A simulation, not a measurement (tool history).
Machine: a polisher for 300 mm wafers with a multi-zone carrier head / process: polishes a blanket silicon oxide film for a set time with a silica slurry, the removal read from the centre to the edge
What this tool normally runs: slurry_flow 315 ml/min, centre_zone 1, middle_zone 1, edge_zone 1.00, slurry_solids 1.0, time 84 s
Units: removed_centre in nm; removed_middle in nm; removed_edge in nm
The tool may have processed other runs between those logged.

| run | hour | slurry_flow | centre_zone | middle_zone | edge_zone | slurry_solids | time | incoming thickness of the incoming film, nm | removed_centre | removed_middle | removed_edge |
|---|---|---|---|---|---|---|---|---|---|---|---|
| 1 | 0.0 | 315 | 1 | 1 | 1.00 | 0.8 | 103 | 817.1 | 285.2 | 271.0 | 277.2 |
| 2 | 25.8 | 315 | 1 | 1 | 1.00 | 0.8 | 103 | 822.9 | 282.1 | 271.1 | 276.2 |
| 3 | 46.7 | 315 | 1 | 1 | 1.00 | 0.8 | 103 | 809.8 | 280.2 | 267.8 | 273.7 |
| 4 | 59.6 | 315 | 1 | 1 | 1.00 | 1.0 | 84 | 807.6 | 257.3 | 242.2 | 243.1 |
|  | 103.9 | centre zone pressure recalibrated |
|  | 109.6 | slurry nozzle cleaned |
| 5 | 135.6 | 315 | 1 | 1 | 1.00 | 1.0 | 84 | 821.6 | 225.9 | 235.7 | 241.7 |
|  | 151.5 | worn pad replaced by a new one |
| 6 | 152.7 | 315 | 1 | 1 | 1.00 | 1.0 | 84 | 817.2 | 232.8 | 238.7 | 243.6 |
| 7 | 171.9 | 315 | 1 | 1 | 1.00 | 1.0 | 84 | 819.2 | 225.4 | 239.0 | 245.6 |
| 8 | 184.9 | 405 | 1 | 1 | 1.00 | 1.0 | 84 | 826.3 | 231.6 | 243.7 | 247.8 |
| 9 | 207.3 | 315 | 1 | 1 | 1.00 | 1.0 | 84 | 810.8 | 228.3 | 241.2 | 242.1 |
| 10 | 230.2 | 315 | 1 | 1 | 1.03 | 1.0 | 84 | 822.3 | 231.0 | 239.8 | 248.8 |

What will run 11 give?
| 11 | 258.0 | 315 | 1 | 1 | 1.00 | 1.0 | 84 | 817.4 | ? | ? | ? |

{"run 11": {"removed_centre": 229.2, "removed_middle": 236.5, "removed_edge": 244.0}}
Minus the tool's unlogged condition, the same run would have read removed_centre 234.6 nm, removed_middle 236.5 nm, removed_edge 244.0 nm.
